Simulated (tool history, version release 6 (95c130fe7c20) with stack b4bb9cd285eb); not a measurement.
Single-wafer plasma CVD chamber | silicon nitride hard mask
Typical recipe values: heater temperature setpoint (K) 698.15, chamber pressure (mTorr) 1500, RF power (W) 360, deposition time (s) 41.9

run     day  heater temperature setpoint (K)  chamber pressure (mTorr)  RF power (W)  deposition time (s)  read-back reference wafer on the same gauge, thickness_nm  mean film thickness on the monitor wafer (angstrom)
  1       0                           698.15                      1500           360                 41.9                                                     40.608                                               486.93
      0.904  -- thermocouple changed; heater temperature recalibrated
  2   1.279                           698.15                      1620           360                 41.9                                                     40.607                                               496.29
  3   2.388                           698.15                      1620           360                 41.9                                                      40.59                                               496.85
  4   4.229                           698.15                      1620           360                 41.9                                                     40.581                                               494.57
  5   5.904                           689.15                      1500           360                 41.9                                                      40.63                                               487.58
  6   8.121                           689.15                      1500           360                 41.9                                                     40.606                                               487.25
  7  11.079                           698.15                      1500           360                 41.9                                                     40.588                                               482.48
  8  13.792                           698.15                      1500           360                 41.9                                                     40.601                                               484.81
  9  14.796                           698.15                      1500           360                 41.9                                                     40.598                                               484.45
 10  17.225                           698.15                      1500           360                 41.9                                                     40.605                                               484.88
     17.804  -- RF generator calibrated
 11  18.354                           698.15                      1620           360                 41.9                                                     40.588                                               503.71
 12  20.971                           690.15                      1870           395                 49.4                                                      40.63                                               664.98
     22.292  -- gauge calibrated
 13  22.608                           698.15                      1500           360                 35.4                                                     40.583                                               417.91
 14  25.192                           707.15                      1640           360                 33.8                                                     40.591                                               403.16
 15  27.279                           698.15                      1500           410                 41.9                                                     40.609                                               545.35
 16  28.775                           698.15                      1500           360                 41.9                                                     40.611                                               494.17
     32.733  -- showerhead replaced, of another model than before
     33.429  -- thermocouple changed; heater temperature recalibrated
     33.862  -- capacitance manometer re-zeroed and calibrated
 17  37.254                           689.15                      1260           315                   36                                                     40.598                                               365.85
 18  39.008                           698.15                      1660           360                 35.5                                                     40.588                                               429.17
 19  40.308                           703.15                      1500           430                 41.9                                                     40.624                                               545.35
 20  43.004                           698.15                      1500           360                 36.3                                                     40.621                                               424.16
 21   44.75                           698.15                      1500           400                 41.9                                                     40.585                                               523.24

Here are 4 independent what-if runs from the current tool condition. What would each one return?
  A  44.767                           706.15                      1500           360                 41.9                                                          ?                                                    ?
  B  44.767                           698.15                      1500           405                 41.9                                                          ?                                                    ?
  C  44.767                           698.15                      1860           385                 49.7                                                          ?                                                    ?
  D  44.767                           710.15                      1320           360                 41.9                                                          ?                                                    ?

run  read-back reference wafer on the same gauge, thickness_nm  mean film thickness on the monitor wafer (angstrom)
  A                                                     40.593                                               486.38
  B                                                     40.593                                               524.64
  C                                                     40.593                                               646.18
  D                                                     40.593                                                464.3
What these runs would have given with no unlogged condition in the tool:
run  mean film thickness on the monitor wafer (angstrom)
  A                                               491.25
  B                                               529.51
  C                                               652.64
  D                                               468.94
